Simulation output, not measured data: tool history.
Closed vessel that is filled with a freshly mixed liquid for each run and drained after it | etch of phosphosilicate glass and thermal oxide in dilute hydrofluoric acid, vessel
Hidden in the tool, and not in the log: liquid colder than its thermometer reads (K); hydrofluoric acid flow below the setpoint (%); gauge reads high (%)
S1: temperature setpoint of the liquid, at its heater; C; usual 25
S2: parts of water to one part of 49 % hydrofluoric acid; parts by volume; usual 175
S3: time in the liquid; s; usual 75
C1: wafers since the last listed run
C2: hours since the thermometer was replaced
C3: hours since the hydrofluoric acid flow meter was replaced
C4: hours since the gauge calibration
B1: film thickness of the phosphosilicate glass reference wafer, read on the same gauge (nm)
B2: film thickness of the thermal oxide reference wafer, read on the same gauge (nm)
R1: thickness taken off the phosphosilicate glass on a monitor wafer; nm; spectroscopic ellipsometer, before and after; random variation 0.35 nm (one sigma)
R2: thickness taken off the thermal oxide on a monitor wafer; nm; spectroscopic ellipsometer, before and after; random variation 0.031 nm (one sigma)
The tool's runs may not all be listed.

run	hour	S1	S2	S3	C1	C2	C3	C4	B1	B2	R1	R2
1	0	25	130	75	0	942.4	57.2	1524.3	39.94	79.953	56.94	2.614
2	28.6	25	130	75	2909	971	85.8	1552.9	40.04	80.01	56.71	2.706
3	64	25	130	75	3601	1006.4	121.2	1588.3	40	80.015	58.37	2.645
# hour 68.9: thermometer replaced
4	134.8	28.5	175	75	7101	65.9	192	1659.1	39.99	80.025	45.53	2.091
5	206.4	29	175	75	7285	137.5	263.6	1730.7	39.96	79.999	47.1	2.143
6	302.3	23.5	100	75	9757	233.4	359.5	1826.6	40.04	79.98	71.91	3.238
7	390.8	25	175	75	9004	321.9	448	1915.1	39.98	79.993	39.84	1.878
8	442	21.5	90	60	5209	373.1	499.2	1966.3	40.01	79.992	59.52	2.777
# hour 486.7: gauge calibrated
9	503.2	25	175	75	6226	434.3	560.4	16.5	40.01	80.015	40.37	1.859
10	665.7	28	215	105	16533	596.8	722.9	179	40.01	79.978	47.94	2.258
11	735.5	25	175	75	7101	666.6	792.7	248.8	39.94	79.985	39.16	1.895
12	771	25	210	75	3612	702.1	828.2	284.3	39.98	79.999	31.65	1.497
13	811.1	25	175	75	4080	742.2	868.3	324.4	39.97	79.994	39.27	1.809
14	855.4	23	85	45	4507	786.5	912.6	368.7	39.96	79.983	50.28	2.309
15	899.1	25	90	35	4446	830.2	956.3	412.4	39.99	80.017	39.98	1.83
16	965.3	25	175	75	6735	896.4	1022.5	478.6	40.05	79.977	39.32	1.808
# hour 978.1: thermometer replaced
17	991.8	28	135	35	2594	13.7	1049	505.1	40.05	80.006	27.76	1.303
18	1022.8	25	175	75	3154	44.7	1080	536.1	40.01	80.035	39.81	1.812
19	1089.3	25	175	75	6766	111.2	1146.5	602.6	40	79.975	39.52	1.834
20	1147.7	25	120	30	5942	169.6	1204.9	661	39.96	79.968	24.44	1.156
21	1173.3	21.5	150	75	2604	195.2	1230.5	686.6	39.98	80.013	41.99	1.952
22	1212.9	25	225	100	4029	234.8	1270.1	726.2	40.02	79.974	38.44	1.754
23	1246.6	23	95	35	3428	268.5	1303.8	759.9	40	80.019	34.18	1.58
24	1304.9	25	85	55	5931	326.8	1362.1	818.2	39.99	79.943	66.56	3.008
25	1372.1	25	105	50	6837	394	1429.3	885.4	39.98	80.013	47.61	2.26

4 ways to go on from here, each from the tool as it stands after run 25. What would each give?
A	1372.8	25	175	75	71	394.7	1430	886.1	?	?	?	?
B	1372.8	25	110	65	71	394.7	1430	886.1	?	?	?	?
C	1372.8	28	250	45	71	394.7	1430	886.1	?	?	?	?
D	1372.8	20.5	245	75	71	394.7	1430	886.1	?	?	?	?

run	B1	B2	R1	R2
A	39.96	80.032	39.49	1.871
B	39.96	80.032	58.91	2.791
C	39.96	80.032	16.93	0.802
D	39.96	80.032	22.17	1.05
Without the tool's hidden state the same runs would have given:
run	R1	R2
A	40.81	1.934
B	60.77	2.879
C	17.54	0.831
D	22.93	1.086

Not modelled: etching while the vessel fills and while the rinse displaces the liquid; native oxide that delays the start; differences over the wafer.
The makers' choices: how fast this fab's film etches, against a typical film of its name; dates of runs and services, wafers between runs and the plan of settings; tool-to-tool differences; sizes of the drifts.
